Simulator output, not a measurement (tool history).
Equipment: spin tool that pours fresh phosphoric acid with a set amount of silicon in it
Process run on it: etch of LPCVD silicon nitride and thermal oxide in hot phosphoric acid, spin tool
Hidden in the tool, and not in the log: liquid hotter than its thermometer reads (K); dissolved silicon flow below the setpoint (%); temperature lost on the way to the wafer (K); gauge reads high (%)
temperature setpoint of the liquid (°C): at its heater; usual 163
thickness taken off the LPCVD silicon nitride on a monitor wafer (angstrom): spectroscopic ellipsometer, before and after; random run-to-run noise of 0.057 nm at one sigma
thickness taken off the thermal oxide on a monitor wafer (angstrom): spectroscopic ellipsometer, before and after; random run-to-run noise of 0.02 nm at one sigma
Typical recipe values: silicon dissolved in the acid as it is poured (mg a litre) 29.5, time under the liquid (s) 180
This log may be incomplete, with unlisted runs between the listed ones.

run	day	temperature setpoint of the liquid (°C)	silicon dissolved in the acid as it is poured (mg a litre)	time under the liquid (s)	wafers since the last listed run	hours since the thermometer was replaced	hours since the dissolved silicon flow meter was replaced	hours since the heated supply line was repaired	hours since the gauge calibration	read-back film thickness of the LPCVD silicon nitride reference wafer, read on the same gauge (nm)	read-back film thickness of the thermal oxide reference wafer, read on the same gauge (nm)	thickness taken off the LPCVD silicon nitride on a monitor wafer (angstrom)	thickness taken off the thermal oxide on a monitor wafer (angstrom)
1	0	163	29.5	145	0	1730.4	2262.1	2094.1	239.3	70.01	120.036	133.1	1.82
# day 0.317: gauge calibrated
2	0.538	163	29.5	145	82	1743.3	2275	2107	5.3	70.01	120.03	133.8	1.86
# day 1.188: heated supply line repaired
3	1.204	163	29.5	180	96	1759.3	2291	0.4	21.3	70.01	119.988	193	3.11
4	1.904	163	29.5	180	107	1776.1	2307.8	17.2	38.1	70	120.006	192.8	3.31
5	2.158	163	29.5	180	39	1782.2	2313.9	23.3	44.2	70.03	119.984	191.7	3.31
# day 2.729: thermometer replaced
6	2.75	163	44	180	84	0.5	2328.1	37.5	58.4	69.99	119.981	179.1	1.31
7	3.062	163	44	180	48	8	2335.6	45	65.9	70	119.978	180.2	1.07
8	3.596	161	45	180	82	20.8	2348.4	57.8	78.7	69.98	120.012	168.9	0.9
9	4.271	160.5	29.5	275	104	37	2364.6	74	94.9	70	119.979	251.8	3.41
10	4.654	162	49	130	59	46.2	2373.8	83.2	104.1	70.01	120.026	125.3	0.79
11	5.217	164	6.5	270	86	59.7	2387.3	96.7	117.6	70.02	120.03	278	7.76
# day 5.575: dissolved silicon flow meter replaced
12	5.596	164	6.5	180	52	68.8	0.5	105.8	126.7	69.98	119.971	184.6	5.68
13	6.121	163	29.5	180	80	81.4	13.1	118.4	139.3	69.97	119.981	178.8	2.71
14	6.738	163	29.5	250	95	96.2	27.9	133.2	154.1	69.98	120.016	249.4	3.91
15	7.267	163	29.5	90	81	108.9	40.6	145.9	166.8	70	120.009	89.9	1.31
16	7.988	165	29.5	180	111	126.2	57.9	163.2	184.1	70	120.021	191	3.54
17	8.679	163	29.5	180	106	142.8	74.5	179.8	200.7	70	120.011	178.9	2.89
18	9.179	163	29.5	180	77	154.8	86.5	191.8	212.7	70.03	120.019	179	2.94
19	9.817	164	11.5	180	98	170.1	101.8	207.1	228	69.97	120.012	185.5	4.81
20	10.45	163	29.5	180	97	185.3	117	222.3	243.2	70	120.044	179.1	2.78
21	11.033	162	20.5	220	89	199.3	131	236.3	257.2	70.05	119.972	210.5	4.19
22	11.654	164.5	43.5	180	95	214.2	145.9	251.2	272.1	70.01	120.005	187	1.52

4 options for the next run, each taken on its own from the tool as it stands now. Forecast them:
A	11.675	163	29.5	180	3	214.7	146.4	251.7	272.6	?	?	?	?
B	11.675	165.5	29.5	140	3	214.7	146.4	251.7	272.6	?	?	?	?
C	11.675	160.5	40.5	145	3	214.7	146.4	251.7	272.6	?	?	?	?
D	11.675	160	29.5	180	3	214.7	146.4	251.7	272.6	?	?	?	?

run	read-back film thickness of the LPCVD silicon nitride reference wafer, read on the same gauge (nm)	read-back film thickness of the thermal oxide reference wafer, read on the same gauge (nm)	thickness taken off the LPCVD silicon nitride on a monitor wafer (angstrom)	thickness taken off the thermal oxide on a monitor wafer (angstrom)
A	70.01	120	178.6	2.42
B	70.01	120	150.9	2.26
C	70.01	120	132.4	0.92
D	70.01	120	161.6	1.94
Without the tool's hidden state the same runs would have given:
run	thickness taken off the LPCVD silicon nitride on a monitor wafer (angstrom)	thickness taken off the thermal oxide on a monitor wafer (angstrom)
A	180.1	2.46
B	152.1	2.3
C	133.5	0.94
D	162.9	1.97

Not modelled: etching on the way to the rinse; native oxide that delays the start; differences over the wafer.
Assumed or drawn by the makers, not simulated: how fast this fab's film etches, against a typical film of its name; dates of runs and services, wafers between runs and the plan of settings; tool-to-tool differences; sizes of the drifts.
